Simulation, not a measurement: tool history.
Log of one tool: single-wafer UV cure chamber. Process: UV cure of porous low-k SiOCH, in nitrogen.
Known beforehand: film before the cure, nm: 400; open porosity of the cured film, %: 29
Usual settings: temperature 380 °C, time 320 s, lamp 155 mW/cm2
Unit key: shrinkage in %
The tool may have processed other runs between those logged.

run   hour  temperature  time  lamp  wafers since the last listed run  hours since the UV bulbs were replaced  wafers since the quartz window was cleaned  shrinkage
  1      0          380   320   155                                 0                                  1098.6                                        1328      13.74
  2   21.4          380   320   155                               146                                    1120                                        1475      13.73
  3     54          380   320   155                               223                                  1152.6                                        1698     13.777
  4   87.2          380   320   155                               227                                  1185.8                                        1926     13.597
     103.8  -- quartz window cleaned
  5  113.6          380   320   177                               126                                  1212.2                                          67     14.259
  6  146.9          380   275   155                               228                                  1245.5                                         295     13.008
  7  166.2          380   320   155                               132                                  1264.8                                         427     13.494
  8  191.7          380   320   155                               174                                  1290.3                                         602       13.6
  9    216          380   430   155                               166                                  1314.6                                         769     14.638
 10    238          380   320   155                               150                                  1336.6                                         920     13.126
 11  260.4          380   320   155                               153                                    1359                                        1073     13.124

Estimate the outcome of run 12 from the log above:
 12  288.7          380   195   155                               194                                  1387.3                                        1267          ?

For run 12 the tool returned shrinkage 10.878 %.
With the hidden condition absent and the run-to-run variation left alone, this run would have shown shrinkage 13.379 %.
